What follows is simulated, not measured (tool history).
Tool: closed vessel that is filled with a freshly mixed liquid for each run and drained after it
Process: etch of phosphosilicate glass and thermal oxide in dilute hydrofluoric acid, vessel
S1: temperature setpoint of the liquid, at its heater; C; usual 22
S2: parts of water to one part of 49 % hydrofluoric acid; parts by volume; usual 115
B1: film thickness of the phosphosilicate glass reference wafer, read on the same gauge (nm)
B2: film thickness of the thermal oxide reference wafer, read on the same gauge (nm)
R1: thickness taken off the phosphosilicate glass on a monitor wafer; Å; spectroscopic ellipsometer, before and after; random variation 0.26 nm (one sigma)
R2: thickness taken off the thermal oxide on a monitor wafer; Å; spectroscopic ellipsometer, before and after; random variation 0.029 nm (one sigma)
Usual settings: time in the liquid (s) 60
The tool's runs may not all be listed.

Run 1, hour 0: usual settings; B1 39.98; B2 100.014. Result: R1 540.5 Å, R2 24.17 Å.
Run 2, hour 58.9: usual settings; B1 40.01; B2 99.995. Result: R1 540.3 Å, R2 23.72 Å.
Run 3, hour 95.2: usual settings; B1 40.05; B2 99.988. Result: R1 538 Å, R2 23.58 Å.
Run 4, hour 130.3: usual settings but S1 24 C, time in the liquid (s) 40; B1 39.99; B2 99.995. Result: R1 390.6 Å, R2 17.21 Å.
Run 5, hour 185: usual settings but S2 140 parts by volume; B1 39.99; B2 99.996. Result: R1 430.6 Å, R2 19.05 Å.
Run 6, hour 210.5: usual settings; B1 40.01; B2 99.989. Result: R1 537.5 Å, R2 23.87 Å.
Run 7, hour 257.4: usual settings; B1 39.99; B2 100.025. Result: R1 543.4 Å, R2 23.57 Å.
Run 8, hour 290.8: usual settings; B1 40.02; B2 99.988. Result: R1 541 Å, R2 23.49 Å.
Run 9, hour 343.5: usual settings but time in the liquid (s) 85; B1 39.98; B2 99.982. Result: R1 769.5 Å, R2 33.86 Å.
Run 10, hour 388.7: usual settings but S1 19.5 C; B1 39.98; B2 99.972. Result: R1 491.2 Å, R2 21.05 Å.
Run 11, hour 424.4: usual settings but S1 19 C, S2 145 parts by volume; B1 39.99; B2 99.983. Result: R1 372.3 Å, R2 16.25 Å.
Run 12, hour 465.5: usual settings but S1 24.5 C; B1 39.96; B2 99.98. Result: R1 601.2 Å, R2 26.18 Å.
Run 13, hour 522.3: usual settings but S2 75 parts by volume; B1 40; B2 99.986. Result: R1 876.8 Å, R2 38.8 Å.
Run 14, hour 568.1: usual settings but S1 19 C, S2 80 parts by volume, time in the liquid (s) 90; B1 39.99; B2 100.009. Result: R1 1088 Å, R2 47.34 Å.
Run 15, hour 638.2: usual settings but S1 25 C, S2 150 parts by volume, time in the liquid (s) 45; B1 40.01; B2 100.002. Result: R1 339.1 Å, R2 15.06 Å.
Run 16, hour 662.5: usual settings; B1 40.03; B2 100.03. Result: R1 547.9 Å, R2 23.57 Å.
Run 17, hour 733.5: usual settings but time in the liquid (s) 75; B1 40.02; B2 99.975. Result: R1 688.8 Å, R2 29.56 Å.
At hour 756.1: thermometer replaced.
At hour 788: hydrofluoric acid flow meter replaced.
Run 18, hour 788.5: usual settings but S1 19 C; B1 40.02; B2 99.984. Result: R1 473.7 Å, R2 20.5 Å.
Run 19, hour 829.3: usual settings but S1 25.5 C, S2 85 parts by volume, time in the liquid (s) 85; B1 39.96; B2 100.001. Result: R1 1234.2 Å, R2 53.83 Å.
Run 20, hour 869.5: usual settings but S2 145 parts by volume; B1 39.98; B2 99.992. Result: R1 412 Å, R2 18.51 Å.
Run 21, hour 930.4: usual settings; B1 40.02; B2 99.999. Result: R1 541.3 Å, R2 23.7 Å.
Run 22, hour 1064.2: usual settings but S1 24.5 C, S2 170 parts by volume; B1 40.01; B2 99.995. Result: R1 376.5 Å, R2 16.3 Å.
Run 23, hour 1116.8: usual settings but time in the liquid (s) 80; B1 39.97; B2 100.022. Result: R1 716.9 Å, R2 32.16 Å.
Run 24, hour 1154.4: usual settings; B1 40; B2 100.023. Result: R1 536.4 Å, R2 24.01 Å.
Run 25, hour 1178.6: usual settings but S1 26.5 C, S2 160 parts by volume, time in the liquid (s) 45; B1 40.03; B2 100.007. Result: R1 331.2 Å, R2 14.4 Å.
Run 26, hour 1211.4: usual settings but S1 17.5 C, S2 100 parts by volume, time in the liquid (s) 95; B1 40.02; B2 99.993. Result: R1 831.4 Å, R2 36.62 Å.

Forecast each of these 3 alternatives for the next run:
Run A, hour 1212.1: usual settings; B1 ?; B2 ?. Result: R1 ?, R2 ?.
Run B, hour 1212.1: usual settings but S1 26.5 C, time in the liquid (s) 85; B1 ?; B2 ?. Result: R1 ?, R2 ?.
Run C, hour 1212.1: usual settings but S1 24.5 C, time in the liquid (s) 70; B1 ?; B2 ?. Result: R1 ?, R2 ?.

run     B1      B2     R1     R2
  A  39.99  99.999  538.3  23.81
  B  39.99  99.999  909.3  40.23
  C  39.99  99.999  693.1  30.66
Without the tool's hidden state the same runs would have given:
run     R1     R2
  A  533.3  23.59
  B  900.8  39.85
  C  686.7  30.38
